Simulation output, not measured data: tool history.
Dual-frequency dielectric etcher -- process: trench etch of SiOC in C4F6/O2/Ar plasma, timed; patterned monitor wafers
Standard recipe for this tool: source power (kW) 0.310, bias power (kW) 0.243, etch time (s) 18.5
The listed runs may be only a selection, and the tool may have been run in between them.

run    hour  source power (kW)  bias power (kW)  etch time (s)  wafers since the last listed run  hours since the last wet clean  hours since the last source power generator calibration  hours since the last bias power generator calibration  hours since the last upper electrode change  hours since the gauge calibration  read-back reference wafer on the same gauge, depth_nm  mean etch depth across the wafer (nm)
  1     0.0              0.310            0.243           18.5                                 0                           257.2                                                    698.7                                                 3451.6                                       1276.5                              585.7                                                  39.00                                  37.40
  2    37.8              0.310            0.243           18.5                               575                           295.0                                                    736.5                                                 3489.4                                       1314.3                              623.5                                                  39.05                                  37.17
  3    78.2              0.310            0.243           18.5                               615                           335.4                                                    776.9                                                 3529.8                                       1354.7                              663.9                                                  39.12                                  37.66
  4   114.9              0.310            0.243           18.5                               559                           372.1                                                    813.6                                                 3566.5                                       1391.4                              700.6                                                  39.11                                  37.23
      150.2  -- wet clean of the chamber
  5   183.7              0.310            0.243           18.5                               682                            33.5                                                    882.4                                                 3635.3                                       1460.2                              769.4                                                  39.24                                  37.67
  6   231.4              0.310            0.243           18.5                               726                            81.2                                                    930.1                                                 3683.0                                       1507.9                              817.1                                                  39.34                                  37.53
  7   259.1              0.310            0.243           18.5                               421                           108.9                                                    957.8                                                 3710.7                                       1535.6                              844.8                                                  39.33                                  37.63
  8   325.0              0.310            0.218           17.0                              1003                           174.8                                                   1023.7                                                 3776.6                                       1601.5                              910.7                                                  39.47                                  33.65
  9   409.9              0.310            0.218           17.0                              1293                           259.7                                                   1108.6                                                 3861.5                                       1686.4                              995.6                                                  39.51                                  33.84
      419.0  -- bias power generator calibrated
 10   477.1              0.310            0.218           17.0                               962                           326.9                                                   1175.8                                                   58.1                                       1753.6                             1062.8                                                  39.68                                  33.93
      514.1  -- wet clean of the chamber
 11   516.4              0.310            0.243           18.5                               233                             2.3                                                   1215.1                                                   97.4                                       1792.9                             1102.1                                                  39.67                                  38.25
      573.3  -- gauge calibrated
      583.3  -- upper electrode replaced
 12   637.8              0.310            0.243           18.5                              1483                           123.7                                                   1336.5                                                  218.8                                         54.5                               64.5                                                  38.19                                  36.28
 13   663.9              0.280            0.191           16.0                               397                           149.8                                                   1362.6                                                  244.9                                         80.6                               90.6                                                  38.44                                  27.94
 14   705.6              0.310            0.243           18.5                               635                           191.5                                                   1404.3                                                  286.6                                        122.3                              132.3                                                  38.34                                  36.63
 15   733.7              0.310            0.243           18.5                               428                           219.6                                                   1432.4                                                  314.7                                        150.4                              160.4                                                  38.37                                  37.01
      760.7  -- source power generator calibrated
 16   776.4              0.310            0.284           14.0                               589                           262.3                                                     15.7                                                  357.4                                        193.1                              203.1                                                  38.37                                  29.30
 17   839.7              0.350            0.227           20.0                               964                           325.6                                                     79.0                                                  420.7                                        256.4                              266.4                                                  38.41                                  41.36
 18   882.1              0.310            0.293           22.5                               645                           368.0                                                    121.4                                                  463.1                                        298.8                              308.8                                                  38.59                                  47.37
      914.5  -- wet clean of the chamber
 19   915.0              0.310            0.266           16.0                               135                             0.5                                                    154.3                                                  496.0                                        331.7                              341.7                                                  38.59                                  32.86
 20   956.3              0.310            0.190           18.5                               629                            41.8                                                    195.6                                                  537.3                                        373.0                              383.0                                                  38.70                                  34.55
 21  1006.4              0.310            0.243           23.0                               763                            91.9                                                    245.7                                                  587.4                                        423.1                              433.1                                                  38.87                                  45.99
 22  1049.1              0.310            0.243           18.5                               650                           134.6                                                    288.4                                                  630.1                                        465.8                              475.8                                                  38.84                                  36.95
 23  1107.5              0.290            0.243           18.5                               889                           193.0                                                    346.8                                                  688.5                                        524.2                              534.2                                                  38.90                                  36.30

What if the next run were any one of these 5? Each begins from the tool's condition after run 23:
  A  1107.9              0.310            0.243           18.5                                 6                           193.4                                                    347.2                                                  688.9                                        524.6                              534.6                                                      ?                                      ?
  B  1107.9              0.310            0.243           24.0                                 6                           193.4                                                    347.2                                                  688.9                                        524.6                              534.6                                                      ?                                      ?
  C  1107.9              0.310            0.258           22.0                                 6                           193.4                                                    347.2                                                  688.9                                        524.6                              534.6                                                      ?                                      ?
  D  1107.9              0.260            0.284           20.5                                 6                           193.4                                                    347.2                                                  688.9                                        524.6                              534.6                                                      ?                                      ?
  E  1107.9              0.350            0.198           13.5                                 6                           193.4                                                    347.2                                                  688.9                                        524.6                              534.6                                                      ?                                      ?

run  read-back reference wafer on the same gauge, depth_nm  mean etch depth across the wafer (nm)
  A                                                  38.80                                  37.42
  B                                                  38.80                                  48.55
  C                                                  38.80                                  45.35
  D                                                  38.80                                  40.37
  E                                                  38.80                                  27.04
Stripped of hidden state, with their random variation kept, the same runs would have yielded:
run  mean etch depth across the wafer (nm)
  A                                  36.64
  B                                  47.54
  C                                  44.41
  D                                  39.53
  E                                  26.48
